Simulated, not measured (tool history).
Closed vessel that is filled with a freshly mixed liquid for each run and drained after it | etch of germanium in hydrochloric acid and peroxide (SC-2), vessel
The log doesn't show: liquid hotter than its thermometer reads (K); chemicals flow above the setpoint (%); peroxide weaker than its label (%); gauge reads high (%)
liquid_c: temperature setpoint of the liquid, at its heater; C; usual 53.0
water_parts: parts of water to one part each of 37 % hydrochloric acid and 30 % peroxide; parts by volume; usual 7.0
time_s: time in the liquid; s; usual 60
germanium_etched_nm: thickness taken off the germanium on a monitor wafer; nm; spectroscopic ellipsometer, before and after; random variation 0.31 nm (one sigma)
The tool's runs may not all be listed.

run,hour,liquid_c,water_parts,time_s,wafers since the last listed run,hours since the thermometer was replaced,hours since the chemicals flow meter was replaced,hours since the drum of peroxide was connected,hours since the gauge calibration,"read-back film thickness of the germanium reference wafer, read on the same gauge (nm)",germanium_etched_nm
1,0.0,53.0,7.0,80,0,554.9,220.1,152.9,818.7,110.02,209.21
2,93.1,53.0,7.0,60,7668,648.0,313.2,246.0,911.8,109.99,156.81
# hour 97.3: thermometer replaced
3,189.1,53.0,7.0,60,7824,91.8,409.2,342.0,1007.8,109.97,154.61
4,284.3,53.0,7.0,60,7841,187.0,504.4,437.2,1103.0,110.02,154.85
5,350.9,53.0,7.0,60,5485,253.6,571.0,503.8,1169.6,109.97,155.26
6,437.5,53.0,7.0,70,7132,340.2,657.6,590.4,1256.2,109.97,180.66
7,506.5,53.0,7.0,70,5683,409.2,726.6,659.4,1325.2,110.02,182.05
8,565.0,53.0,7.0,70,4818,467.7,785.1,717.9,1383.7,110.01,181.54
9,616.7,53.0,7.0,45,4258,519.4,836.8,769.6,1435.4,110.03,116.83
10,671.2,53.0,7.0,45,4488,573.9,891.3,824.1,1489.9,110.05,117.11
# hour 691.0: chemicals flow meter replaced
# hour 708.2: gauge calibrated
11,731.0,53.0,7.0,45,4842,633.7,40.0,883.9,22.8,110.04,117.25
12,778.1,53.0,7.0,60,3879,680.8,87.1,931.0,69.9,110.00,156.14
# hour 791.7: thermometer replaced
13,872.5,53.0,7.0,60,7692,80.8,181.5,1025.4,164.3,109.97,154.20
14,951.6,57.5,7.0,80,6514,159.9,260.6,1104.5,243.4,109.98,235.76
15,1045.5,53.0,10.0,85,7733,253.8,354.5,1198.4,337.3,110.01,211.16
16,1098.0,53.0,8.5,35,4324,306.3,407.0,1250.9,389.8,110.00,88.75
17,1152.8,44.0,7.0,60,4513,361.1,461.8,1305.7,444.6,110.01,115.87
18,1212.0,53.0,8.5,30,4875,420.3,521.0,1364.9,503.8,109.97,75.98

Forecast run 19:
# hour 1217.4: new drum of peroxide connected
19,1254.2,59.5,4.0,60,3393,462.5,563.2,36.8,546.0,?,?

Run 19 gave read-back film thickness of the germanium reference wafer, read on the same gauge (nm) 110.02, germanium_etched_nm 194.59 nm.
Without the tool's hidden state the same run would have given germanium_etched_nm 191.87 nm.

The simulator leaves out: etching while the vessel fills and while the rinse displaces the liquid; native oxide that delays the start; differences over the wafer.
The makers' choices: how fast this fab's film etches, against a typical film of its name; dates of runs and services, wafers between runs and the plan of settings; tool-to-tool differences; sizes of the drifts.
